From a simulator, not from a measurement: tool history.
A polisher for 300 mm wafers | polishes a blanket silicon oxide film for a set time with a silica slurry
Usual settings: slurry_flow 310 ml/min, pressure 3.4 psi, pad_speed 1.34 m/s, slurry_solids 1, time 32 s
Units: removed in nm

run   hour  slurry_flow  pressure  pad_speed  slurry_solids  time  wafers since the last listed run  wafers polished on this pad  hours since the slurry nozzle was cleaned  hours since the head pressure was calibrated  hours since the slurry blender was calibrated  hours since the conditioning disc was replaced  incoming thickness of the incoming film, nm  removed
  1      0          310       4.2       1.34              1    32                                 0                         1930                                      231.6                                        1035.9                                          113.2                                           212.6                                       1341.4     89.2
  2   29.4          310       4.2       1.34              1    32                               321                         2251                                        261                                        1065.3                                          142.6                                             242                                       1353.8     89.2
      43.4  -- worn pad replaced by a new one
  3     48          270       3.4       1.34            1.2    32                               159                           50                                      279.6                                        1083.9                                          161.2                                           260.6                                       1348.4     83.6
  4   75.6          270       3.4       1.34            1.2    32                               301                          351                                      307.2                                        1111.5                                          188.8                                           288.2                                       1360.5     83.3
  5  106.2          310       2.7       1.34              1    32                               334                          685                                      337.8                                        1142.1                                          219.4                                           318.8                                       1322.2     61.7
  6  121.2          350       3.4       1.34              1    32                               163                          849                                      352.8                                        1157.1                                          234.4                                           333.8                                       1340.7     73.6
     124.3  -- slurry blender recalibrated
  7  154.4          310       3.4       1.34              1    32                               340                         1190                                        386                                        1190.3                                           30.1                                             367                                       1324.3     75.3
  8  181.8          225       3.4       1.34              1    41                               299                         1489                                      413.4                                        1217.7                                           57.5                                           394.4                                       1317.7       93
  9  199.5          310       3.4       1.34              1    38                               193                         1683                                      431.1                                        1235.4                                           75.2                                           412.1                                       1328.3     86.7
     205.9  -- head pressure recalibrated
 10  219.8          220       4.1       1.34            1.1    25                               199                         1883                                      451.4                                          13.9                                           95.5                                           432.4                                       1359.5     70.9
     236.6  -- conditioning disc replaced and pad reconditioned
 11  249.1          310       3.4       1.34              1    32                               298                         2181                                      480.7                                          43.2                                          124.8                                            12.5                                       1359.3     81.2
 12  263.1          225       3.4       1.34              1    41                               152                         2334                                      494.7                                          57.2                                          138.8                                            26.5                                       1370.3    101.6
     287.7  -- worn pad replaced by a new one
 13  292.2          310       3.4       1.34              1    32                               274                           49                                      523.8                                          86.3                                          167.9                                            55.6                                       1342.8     80.9
     298.1  -- slurry nozzle cleaned
 14  311.2          310       3.4        1.6            1.3    32                               196                          245                                       13.1                                         105.3                                          186.9                                            74.6                                       1323.8    105.6
     392.8  -- slurry blender recalibrated
 15  418.3          310       3.4       1.34              1    32                              1148                         1394                                      120.2                                         212.4                                           25.5                                           181.7                                       1326.5     76.2
 16  452.5          310       4.2       1.34           0.75    32                               373                         1767                                      154.4                                         246.6                                           59.7                                           215.9                                       1320.4     69.7
 17  470.5          340       2.7       1.34            1.1    32                               196                         1964                                      172.4                                         264.6                                           77.7                                           233.9                                       1339.7     65.7
 18  504.3          310       3.4       1.34            0.8    32                               369                         2333                                      206.2                                         298.4                                          111.5                                           267.7                                         1327     62.5
 19  522.1          310       3.4       1.34              1    32                               194                         2528                                        224                                         316.2                                          129.3                                           285.5                                       1335.1     72.2
 20  540.5          310       4.1       1.34            1.2    32                               201                         2729                                      242.4                                         334.6                                          147.7                                           303.9                                       1346.3     94.7
       548  -- worn pad replaced by a new one
 21  565.8          240       3.4       1.16           1.15    21                               232                          193                                      267.7                                         359.9                                            173                                           329.2                                       1339.2     48.3
     596.1  -- conditioning disc replaced and pad reconditioned
 22  599.7          310       3.4       1.34              1    36                               348                          542                                      301.6                                         393.8                                          206.9                                             3.6                                         1341       94
     620.3  -- slurry blender recalibrated
 23  633.6          360       3.4       1.78              1    32                               348                          890                                      335.5                                         427.7                                           13.3                                            37.5                                       1325.6    101.3
 24  656.5          280       3.4       1.34              1    32                               250                         1141                                      358.4                                         450.6                                           36.2                                            60.4                                       1337.4     77.7
 25  674.7          310       3.4       1.34              1    32                               198                         1340                                      376.6                                         468.8                                           54.4                                            78.6                                       1354.8     78.1

4 ways to go on from here, each from the tool as it stands after run 25. What would each give?
  A  675.1          310       3.4       1.34              1    32                                 4                         1344                                        377                                         469.2                                           54.8                                              79                                       1345.4        ?
  B  675.1          310       3.4       1.34              1    37                                 4                         1344                                        377                                         469.2                                           54.8                                              79                                       1345.4        ?
  C  675.1          310       3.4       1.64           0.85    32                                 4                         1344                                        377                                         469.2                                           54.8                                              79                                       1345.4        ?
  D  675.1          390       3.9       1.52              1    32                                 4                         1344                                        377                                         469.2                                           54.8                                              79                                       1345.4        ?

run  removed
  A     78.5
  B     90.7
  C     79.3
  D     98.8
Without the tool's hidden state the same runs would have given:
run  removed
  A     86.5
  B      100
  C       89
  D    111.5
